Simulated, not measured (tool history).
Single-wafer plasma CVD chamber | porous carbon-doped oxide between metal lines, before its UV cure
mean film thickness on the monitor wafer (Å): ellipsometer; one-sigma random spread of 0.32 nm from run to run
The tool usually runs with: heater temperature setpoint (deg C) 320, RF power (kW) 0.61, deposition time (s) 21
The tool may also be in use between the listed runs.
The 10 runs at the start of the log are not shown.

run     day  heater temperature setpoint (deg C)  RF power (kW)  deposition time (s)  wafers since the last listed run  hours since the last thermocouple change  hours since the last RF generator calibration  hours since the showerhead was replaced  hours since the gauge calibration  read-back reference wafer on the same gauge, thickness_nm  mean film thickness on the monitor wafer (Å)
 11   5.629                                  330          0.685                   21                               174                                    1810.3                                         1446.6                                   2488.1                              586.1                                                    119.002                                       1284.74
 12   6.121                                  320           0.61                   21                               250                                    1822.1                                         1458.4                                   2499.9                              597.9                                                    118.996                                       1239.14
      6.658  -- gauge calibrated
 13   6.662                                  329          0.655                   21                               276                                    1835.1                                         1471.4                                   2512.9                                0.1                                                    118.962                                       1242.69
 14   7.254                                  305           0.61                   21                               301                                    1849.3                                         1485.6                                   2527.1                               14.3                                                    119.034                                       1357.78
      8.238  -- thermocouple changed; heater temperature recalibrated
 15   8.258                                  320           0.61                   21                               342                                       0.5                                         1509.7                                   2551.2                               38.4                                                    118.974                                       1240.95
 16   8.621                                  320           0.61                   21                               184                                       9.2                                         1518.4                                   2559.9                               47.1                                                    118.942                                       1236.13
 17       9                                  320           0.61                 24.7                               193                                      18.3                                         1527.5                                     2569                               56.2                                                     119.01                                       1442.61
 18   9.579                                  320           0.61                   21                               295                                      32.2                                         1541.4                                   2582.9                               70.1                                                    118.934                                        1228.6
 19   9.904                                  313           0.61                   21                               165                                        40                                         1549.2                                   2590.7                               77.9                                                     118.96                                       1284.67
 20  10.542                                  326           0.54                   18                               325                                      55.3                                         1564.5                                     2606                               93.2                                                    119.016                                        930.16
 21  10.858                                  312           0.61                   21                               161                                      62.9                                         1572.1                                   2613.6                              100.8                                                    119.049                                       1293.63
     11.542  -- RF generator calibrated
     11.721  -- showerhead replaced
 22  11.742                                  306          0.705                 19.4                               190                                      84.1                                            4.8                                      0.5                                122                                                    119.023                                        1448.3
 23  11.925                                  320           0.61                   21                                93                                      88.5                                            9.2                                      4.9                              126.4                                                    119.006                                       1292.62
 24  12.221                                  312          0.565                   17                               150                                      95.6                                           16.3                                       12                              133.5                                                    119.025                                       1037.82
 25    12.9                                  313           0.51                   21                               346                                     111.9                                           32.6                                     28.3                              149.8                                                     118.97                                       1165.53
 26  13.775                                  325           0.61                 16.8                               446                                     132.9                                           53.6                                     49.3                              170.8                                                    119.001                                       1006.08
 27  14.062                                  320          0.685                 19.3                               146                                     139.8                                           60.5                                     56.2                              177.7                                                    119.008                                       1294.97
 28  14.625                                  308           0.69                 18.6                               287                                     153.3                                             74                                     69.7                              191.2                                                    118.983                                       1350.39
 29  15.125                                  320           0.61                   21                               255                                     165.3                                             86                                     81.7                              203.2                                                    118.969                                       1282.74
 30  15.858                                  314          0.535                   21                               374                                     182.9                                          103.6                                     99.3                              220.8                                                    118.993                                       1204.48
 31  16.338                                  332          0.555                 17.1                               244                                     194.4                                          115.1                                    110.8                              232.3                                                     119.01                                         915.7
 32  16.738                                  333           0.67                 16.9                               204                                       204                                          124.7                                    120.4                              241.9                                                    119.007                                       1035.06
 33    17.3                                  324          0.495                   21                               287                                     217.5                                          138.2                                    133.9                              255.4                                                    119.026                                       1060.19
 34  17.967                                  320           0.61                   21                               340                                     233.5                                          154.2                                    149.9                              271.4                                                    118.958                                       1282.19
 35  18.421                                  312           0.61                   21                               231                                     244.4                                          165.1                                    160.8                              282.3                                                    118.957                                       1345.09

Here are 3 independent what-if runs from the current tool condition. What would each one return?
  A  18.438                                  331           0.61                   21                                 8                                     244.8                                          165.5                                    161.2                              282.7                                                          ?                                             ?
  B  18.438                                  314           0.56                   21                                 8                                     244.8                                          165.5                                    161.2                              282.7                                                          ?                                             ?
  C  18.438                                  320           0.61                 22.7                                 8                                     244.8                                          165.5                                    161.2                              282.7                                                          ?                                             ?

run  read-back reference wafer on the same gauge, thickness_nm  mean film thickness on the monitor wafer (Å)
  A                                                    119.069                                       1205.81
  B                                                    119.069                                       1241.76
  C                                                    119.069                                       1381.16
Stripped of hidden state, with their random variation kept, the same runs would have yielded:
run  mean film thickness on the monitor wafer (Å)
  A                                       1219.18
  B                                       1255.78
  C                                       1396.47

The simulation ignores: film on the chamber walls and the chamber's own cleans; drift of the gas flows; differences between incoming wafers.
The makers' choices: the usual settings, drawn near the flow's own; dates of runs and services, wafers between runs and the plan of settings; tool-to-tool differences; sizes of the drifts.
